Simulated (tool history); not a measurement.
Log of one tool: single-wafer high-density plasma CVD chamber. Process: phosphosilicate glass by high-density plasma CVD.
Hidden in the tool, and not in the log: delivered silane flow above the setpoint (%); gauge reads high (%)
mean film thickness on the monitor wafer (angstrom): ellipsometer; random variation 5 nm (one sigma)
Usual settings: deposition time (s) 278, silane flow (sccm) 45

run,day,deposition time (s),silane flow (sccm),wafers since the last listed run,hours since the silane flow controller was replaced,hours since the gauge calibration,"read-back reference wafer on the same gauge, thickness_nm",mean film thickness on the monitor wafer (angstrom)
1,0.000,278,45,0,1224.8,281.7,1250.972,12435.87
2,1.475,278,45,273,1260.2,317.1,1251.819,12388.66
3,4.079,258,45,482,1322.7,379.6,1249.552,11576.13
4,5.458,258,45,255,1355.8,412.7,1249.741,11631.01
5,7.779,312,38,429,1411.5,468.4,1249.924,11915.92
6,9.200,278,45,263,1445.6,502.5,1249.603,12462.33
# day 10.488: gauge calibrated
7,11.083,278,45,348,1490.8,14.3,1248.933,12587.01
8,13.275,304,51,405,1543.4,66.9,1250.662,15638.95
9,14.692,278,52,262,1577.4,100.9,1249.989,14463.02
10,16.504,313,40,335,1620.9,144.4,1250.116,12629.81
# day 19.204: silane flow controller replaced
11,19.225,242,45,442,0.5,209.7,1250.679,10270.94
12,20.912,302,45,312,41.0,250.2,1250.176,12711.63
13,22.404,278,45,276,76.8,286.0,1248.712,11803.17
14,26.304,278,45,722,170.4,379.6,1250.937,11856.12

Hidden state at the last listed run before each entry between runs and at the first one after, where it differs:
Between runs 6 and 7: gauge calibrated (day 10.488)
  delivered silane flow above the setpoint (%): 5.29 -> 5.43
  measured less the result without the state, mean film thickness on the monitor wafer (angstrom): +626.47 -> +648.79
Between runs 10 and 11: silane flow controller replaced (day 19.204)
  delivered silane flow above the setpoint (%): 5.84 -> -1.06
  measured less the result without the state, mean film thickness on the monitor wafer (angstrom): +697.10 -> -110.13

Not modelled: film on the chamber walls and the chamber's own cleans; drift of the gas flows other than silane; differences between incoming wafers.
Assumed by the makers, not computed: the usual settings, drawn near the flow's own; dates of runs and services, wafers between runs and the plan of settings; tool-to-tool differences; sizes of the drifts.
